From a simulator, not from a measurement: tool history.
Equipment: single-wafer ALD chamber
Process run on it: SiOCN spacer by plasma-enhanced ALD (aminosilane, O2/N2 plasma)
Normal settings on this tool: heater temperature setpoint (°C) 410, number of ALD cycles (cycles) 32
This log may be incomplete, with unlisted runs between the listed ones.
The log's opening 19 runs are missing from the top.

run    hour  heater temperature setpoint (°C)  number of ALD cycles (cycles)  wafers since the last listed run  hours since the last thermocouple change  hours since the gauge calibration  read-back reference wafer on the same gauge, thickness_nm  mean film thickness on the monitor wafer (angstrom)
 20  1441.7                               410                             32                               328                                      87.1                             1978.2                                                       1.92                                                16.12
 21  1534.1                               410                             32                               471                                     179.5                             2070.6                                                       1.92                                                16.25
     1576.8  -- gauge calibrated
 22  1585.6                               410                             32                               262                                       231                                8.8                                                       1.92                                                16.23
 23  1629.2                               410                             32                               222                                     274.6                               52.4                                                       1.92                                                16.19
 24  1716.8                               420                             34                               447                                     362.2                                140                                                      1.919                                                16.69
 25    1869                               410                             26                               776                                     514.4                              292.2                                                       1.92                                                13.15
 26  1914.9                               423                             32                               234                                     560.3                              338.1                                                       1.92                                                15.38
 27  1996.8                               410                             32                               418                                     642.2                                420                                                       1.92                                                16.21
 28    2087                               410                             32                               460                                     732.4                              510.2                                                      1.919                                                16.19
 29  2176.8                               410                             37                               458                                     822.2                                600                                                       1.92                                                18.59
 30  2272.6                               423                             29                               489                                       918                              695.8                                                       1.92                                                13.95
 31  2314.6                               422                             37                               214                                       960                              737.8                                                       1.92                                                17.89
 32  2377.6                               417                             28                               321                                      1023                              800.8                                                      1.921                                                13.79
 33  2462.8                               410                             32                               434                                    1108.2                                886                                                      1.919                                                16.07
 34  2517.8                               403                             38                               280                                    1163.2                                941                                                      1.921                                                19.55
 35  2623.5                               410                             28                               539                                    1268.9                             1046.7                                                       1.92                                                14.05
     2650.9  -- thermocouple changed; heater temperature recalibrated
 36  2710.4                               410                             38                               402                                      59.5                             1133.6                                                       1.92                                                19.28
 37  3028.6                               401                             32                              1624                                     377.7                             1451.8                                                      1.919                                                16.78
 38  3116.5                               410                             32                               448                                     465.6                             1539.7                                                       1.92                                                16.21
 39  3189.3                               410                             32                               371                                     538.4                             1612.5                                                       1.92                                                16.19
 40  3231.5                               410                             32                               215                                     580.6                             1654.7                                                       1.92                                                16.25
 41  3277.3                               396                             28                               233                                     626.4                             1700.5                                                      1.921                                                14.61
 42  3379.1                               402                             29                               519                                     728.2                             1802.3                                                      1.921                                                 15.1

3 ways to go on from here, each from the tool as it stands after run 42. What would each give?
  A  3379.6                               410                             32                                 2                                     728.7                             1802.8                                                          ?                                                    ?
  B  3379.6                               410                             35                                 2                                     728.7                             1802.8                                                          ?                                                    ?
  C  3379.6                               397                             26                                 2                                     728.7                             1802.8                                                          ?                                                    ?

run  read-back reference wafer on the same gauge, thickness_nm  mean film thickness on the monitor wafer (angstrom)
  A                                                       1.92                                                16.19
  B                                                       1.92                                                 17.7
  C                                                       1.92                                                13.59
What these runs would have given with no unlogged condition in the tool:
run  mean film thickness on the monitor wafer (angstrom)
  A                                                16.22
  B                                                17.74
  C                                                13.59
